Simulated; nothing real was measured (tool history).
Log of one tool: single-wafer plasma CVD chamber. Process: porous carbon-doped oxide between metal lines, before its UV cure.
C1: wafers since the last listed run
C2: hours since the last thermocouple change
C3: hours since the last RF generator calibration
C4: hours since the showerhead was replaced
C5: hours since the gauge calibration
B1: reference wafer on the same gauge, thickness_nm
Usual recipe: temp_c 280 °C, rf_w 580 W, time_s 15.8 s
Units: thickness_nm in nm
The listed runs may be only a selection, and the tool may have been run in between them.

run 1 day=0.000 | temp_c=276 rf_w=545 time_s=15.8 | C1=0 C2=1231.4 C3=507.6 C4=5659.7 C5=2528.7 | B1=114.974 | thickness_nm=92.701
run 2 day=4.046 | temp_c=280 rf_w=580 time_s=15.8 | C1=2491 C2=1328.5 C3=604.7 C4=5756.8 C5=2625.8 | B1=114.979 | thickness_nm=93.892
run 3 day=8.438 | temp_c=269 rf_w=580 time_s=15.8 | C1=2704 C2=1433.9 C3=710.1 C4=5862.2 C5=2731.2 | B1=114.953 | thickness_nm=101.385
run 4 day=10.412 | temp_c=269 rf_w=580 time_s=15.8 | C1=1216 C2=1481.3 C3=757.5 C4=5909.6 C5=2778.6 | B1=115.007 | thickness_nm=101.045
-- day=13.912 thermocouple changed; heater temperature recalibrated
run 5 day=13.933 | temp_c=280 rf_w=580 time_s=15.8 | C1=1963 C2=0.5 C3=842.0 C4=5994.1 C5=2863.1 | B1=114.764 | thickness_nm=97.863
-- day=15.283 gauge calibrated
run 6 day=15.454 | temp_c=280 rf_w=540 time_s=15.8 | C1=936 C2=37.0 C3=878.5 C4=6030.6 C5=4.1 | B1=114.946 | thickness_nm=92.342
run 7 day=18.338 | temp_c=280 rf_w=540 time_s=15.8 | C1=1775 C2=106.2 C3=947.7 C4=6099.8 C5=73.3 | B1=115.003 | thickness_nm=90.746
run 8 day=20.950 | temp_c=280 rf_w=580 time_s=15.8 | C1=1608 C2=168.9 C3=1010.4 C4=6162.5 C5=136.0 | B1=115.023 | thickness_nm=96.060
run 9 day=23.329 | temp_c=280 rf_w=580 time_s=15.8 | C1=1465 C2=226.0 C3=1067.5 C4=6219.6 C5=193.1 | B1=114.811 | thickness_nm=96.580
run 10 day=27.000 | temp_c=280 rf_w=580 time_s=15.8 | C1=2260 C2=314.1 C3=1155.6 C4=6307.7 C5=281.2 | B1=115.010 | thickness_nm=95.634
run 11 day=29.642 | temp_c=284 rf_w=580 time_s=15.8 | C1=1626 C2=377.5 C3=1219.0 C4=6371.1 C5=344.6 | B1=115.065 | thickness_nm=93.532
run 12 day=32.312 | temp_c=267 rf_w=580 time_s=17.2 | C1=1644 C2=441.6 C3=1283.1 C4=6435.2 C5=408.7 | B1=115.130 | thickness_nm=113.221
run 13 day=35.967 | temp_c=272 rf_w=580 time_s=15.8 | C1=2250 C2=529.3 C3=1370.8 C4=6522.9 C5=496.4 | B1=114.988 | thickness_nm=99.468
run 14 day=37.996 | temp_c=280 rf_w=580 time_s=13.3 | C1=1249 C2=578.0 C3=1419.5 C4=6571.6 C5=545.1 | B1=114.954 | thickness_nm=79.867
run 15 day=39.838 | temp_c=287 rf_w=515 time_s=14.7 | C1=1134 C2=622.2 C3=1463.7 C4=6615.8 C5=589.3 | B1=115.144 | thickness_nm=75.110
-- day=43.329 showerhead replaced
run 16 day=46.400 | temp_c=280 rf_w=580 time_s=15.8 | C1=3836 C2=779.7 C3=1621.2 C4=73.7 C5=746.8 | B1=115.236 | thickness_nm=94.467
run 17 day=48.525 | temp_c=280 rf_w=580 time_s=15.8 | C1=1308 C2=830.7 C3=1672.2 C4=124.7 C5=797.8 | B1=114.885 | thickness_nm=93.998
run 18 day=51.229 | temp_c=280 rf_w=580 time_s=15.8 | C1=1665 C2=895.6 C3=1737.1 C4=189.6 C5=862.7 | B1=115.318 | thickness_nm=93.048
run 19 day=53.846 | temp_c=280 rf_w=685 time_s=13.3 | C1=1611 C2=958.4 C3=1799.9 C4=252.4 C5=925.5 | B1=114.969 | thickness_nm=90.608
run 20 day=56.788 | temp_c=280 rf_w=690 time_s=15.8 | C1=1811 C2=1029.0 C3=1870.5 C4=323.0 C5=996.1 | B1=115.062 | thickness_nm=107.785
run 21 day=59.038 | temp_c=266 rf_w=580 time_s=16.9 | C1=1385 C2=1083.0 C3=1924.5 C4=377.0 C5=1050.1 | B1=114.927 | thickness_nm=107.286
run 22 day=63.375 | temp_c=280 rf_w=515 time_s=18.0 | C1=2671 C2=1187.1 C3=2028.6 C4=481.1 C5=1154.2 | B1=115.015 | thickness_nm=94.827
-- day=63.792 RF generator calibrated
run 23 day=67.583 | temp_c=284 rf_w=580 time_s=15.8 | C1=2386 C2=1288.1 C3=91.0 C4=582.1 C5=1255.2 | B1=115.006 | thickness_nm=94.033
run 24 day=70.358 | temp_c=280 rf_w=580 time_s=15.8 | C1=1708 C2=1354.7 C3=157.6 C4=648.7 C5=1321.8 | B1=115.318 | thickness_nm=97.090
run 25 day=74.204 | temp_c=276 rf_w=580 time_s=15.8 | C1=2368 C2=1447.0 C3=249.9 C4=741.0 C5=1414.1 | B1=115.161 | thickness_nm=98.936
run 26 day=76.450 | temp_c=272 rf_w=465 time_s=13.1 | C1=1383 C2=1500.9 C3=303.8 C4=794.9 C5=1468.0 | B1=114.992 | thickness_nm=68.710
run 27 day=79.275 | temp_c=280 rf_w=495 time_s=18.7 | C1=1739 C2=1568.7 C3=371.6 C4=862.7 C5=1535.8 | B1=114.924 | thickness_nm=98.634
run 28 day=81.542 | temp_c=280 rf_w=580 time_s=16.7 | C1=1395 C2=1623.1 C3=426.0 C4=917.1 C5=1590.2 | B1=115.095 | thickness_nm=101.031
run 29 day=83.817 | temp_c=285 rf_w=665 time_s=13.5 | C1=1401 C2=1677.7 C3=480.6 C4=971.7 C5=1644.8 | B1=114.784 | thickness_nm=90.117
run 30 day=86.054 | temp_c=280 rf_w=580 time_s=15.8 | C1=1377 C2=1731.4 C3=534.3 C4=1025.4 C5=1698.5 | B1=114.964 | thickness_nm=95.714
-- day=87.454 thermocouple changed; heater temperature recalibrated
run 31 day=88.925 | temp_c=280 rf_w=580 time_s=15.8 | C1=1562 C2=35.3 C3=603.2 C4=1094.3 C5=1767.4 | B1=114.937 | thickness_nm=98.937
run 32 day=92.146 | temp_c=276 rf_w=660 time_s=17.7 | C1=1983 C2=112.6 C3=680.5 C4=1171.6 C5=1844.7 | B1=115.055 | thickness_nm=126.297
run 33 day=94.812 | temp_c=291 rf_w=580 time_s=12.7 | C1=1642 C2=176.6 C3=744.5 C4=1235.6 C5=1908.7 | B1=115.147 | thickness_nm=73.906

Each run again, without the hidden state but with its own random variation kept:
The tool's hidden condition here consists of: wafer temperature above the value expected at the setpoint (K); delivered RF power above the setpoint (%); gauge reads high (%).
run=1 thickness_nm=98.598
run=2 thickness_nm=100.049
run=3 thickness_nm=108.618
run=4 thickness_nm=108.406
run=5 thickness_nm=100.247
run=6 thickness_nm=94.948
run=7 thickness_nm=93.846
run=8 thickness_nm=99.764
run=9 thickness_nm=100.715
run=10 thickness_nm=100.311
run=11 thickness_nm=98.463
run=12 thickness_nm=119.804
run=13 thickness_nm=105.716
run=14 thickness_nm=85.022
run=15 thickness_nm=80.177
run=16 thickness_nm=101.504
run=17 thickness_nm=101.217
run=18 thickness_nm=100.459
run=19 thickness_nm=97.966
run=20 thickness_nm=116.840
run=21 thickness_nm=116.892
run=22 thickness_nm=103.650
run=23 thickness_nm=97.596
run=24 thickness_nm=101.023
run=25 thickness_nm=103.297
run=26 thickness_nm=72.005
run=27 thickness_nm=103.300
run=28 thickness_nm=105.934
run=29 thickness_nm=94.539
run=30 thickness_nm=100.655
run=31 thickness_nm=100.710
run=32 thickness_nm=129.367
run=33 thickness_nm=76.027

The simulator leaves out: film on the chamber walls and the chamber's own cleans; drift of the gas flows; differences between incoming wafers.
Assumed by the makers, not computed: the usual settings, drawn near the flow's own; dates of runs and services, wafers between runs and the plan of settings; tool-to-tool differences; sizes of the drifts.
